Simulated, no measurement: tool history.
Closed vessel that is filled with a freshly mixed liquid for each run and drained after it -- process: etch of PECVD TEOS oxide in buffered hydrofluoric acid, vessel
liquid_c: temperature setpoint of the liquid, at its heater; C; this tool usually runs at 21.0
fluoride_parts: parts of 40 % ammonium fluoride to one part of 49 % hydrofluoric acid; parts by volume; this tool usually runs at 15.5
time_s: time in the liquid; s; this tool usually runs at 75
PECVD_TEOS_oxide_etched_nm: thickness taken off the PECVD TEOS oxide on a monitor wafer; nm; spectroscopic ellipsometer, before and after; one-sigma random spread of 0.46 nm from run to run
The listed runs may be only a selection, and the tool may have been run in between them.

| run | hour | liquid_c | fluoride_parts | time_s | read-back film thickness of the PECVD TEOS oxide reference wafer, read on the same gauge (nm) | PECVD_TEOS_oxide_etched_nm |
|---|---|---|---|---|---|---|
| 1 | 0.0 | 21.0 | 15.5 | 75 | 50.00 | 62.98 |
| 2 | 35.0 | 21.0 | 15.5 | 75 | 49.98 | 61.83 |
| 3 | 92.6 | 21.0 | 15.5 | 75 | 50.01 | 62.33 |
| 4 | 163.9 | 21.0 | 15.5 | 75 | 50.01 | 62.24 |
| 5 | 221.4 | 21.0 | 15.5 | 75 | 50.02 | 61.95 |
| 6 | 250.8 | 21.0 | 19.5 | 75 | 50.02 | 49.23 |
| 7 | 319.6 | 21.0 | 15.5 | 75 | 49.99 | 61.38 |
| 8 | 356.0 | 21.0 | 15.5 | 75 | 50.01 | 61.86 |
|  | 375.8 | gauge calibrated |
| 9 | 417.7 | 21.0 | 15.5 | 75 | 50.00 | 61.80 |
| 10 | 472.6 | 21.0 | 15.5 | 110 | 50.01 | 90.53 |
| 11 | 542.2 | 21.0 | 19.0 | 75 | 49.98 | 49.59 |
| 12 | 591.0 | 21.0 | 19.0 | 75 | 50.01 | 50.34 |
| 13 | 632.5 | 21.0 | 15.5 | 115 | 49.97 | 93.66 |
| 14 | 681.7 | 17.5 | 15.5 | 115 | 50.01 | 76.32 |
| 15 | 717.7 | 19.5 | 10.0 | 95 | 50.03 | 109.51 |
| 16 | 754.5 | 21.0 | 15.5 | 75 | 50.02 | 60.17 |
| 17 | 819.1 | 21.0 | 15.5 | 30 | 49.99 | 24.13 |
| 18 | 852.7 | 21.0 | 15.5 | 75 | 50.01 | 60.78 |
| 19 | 923.9 | 19.5 | 10.0 | 95 | 49.99 | 108.28 |
| 20 | 950.9 | 23.0 | 15.5 | 75 | 50.01 | 67.58 |
|  | 969.0 | hydrofluoric acid flow meter replaced |
| 21 | 1003.8 | 21.0 | 15.5 | 75 | 50.03 | 60.58 |
| 22 | 1028.6 | 17.0 | 15.5 | 75 | 50.01 | 48.26 |
|  | 1033.1 | gauge calibrated |
|  | 1038.5 | thermometer replaced |
| 23 | 1094.4 | 21.0 | 10.0 | 35 | 50.05 | 45.32 |
| 24 | 1280.5 | 23.5 | 15.5 | 75 | 50.02 | 71.26 |
| 25 | 1318.8 | 21.0 | 18.5 | 75 | 50.01 | 53.42 |

Consider 3 possible next runs. They are alternatives, not a sequence: every one starts from the tool as it was left by run 25. What does each give?
| A | 1319.5 | 21.0 | 12.0 | 75 | ? | ? |
| B | 1319.5 | 17.0 | 20.0 | 115 | ? | ? |
| C | 1319.5 | 24.0 | 17.5 | 40 | ? | ? |

| run | read-back film thickness of the PECVD TEOS oxide reference wafer, read on the same gauge (nm) | PECVD_TEOS_oxide_etched_nm |
|---|---|---|
| A | 49.96 | 82.20 |
| B | 49.96 | 60.79 |
| C | 49.96 | 35.72 |
With the hidden condition removed and each run's random variation left untouched, the same runs would have given:
| run | PECVD_TEOS_oxide_etched_nm |
|---|---|
| A | 83.49 |
| B | 61.78 |
| C | 36.27 |
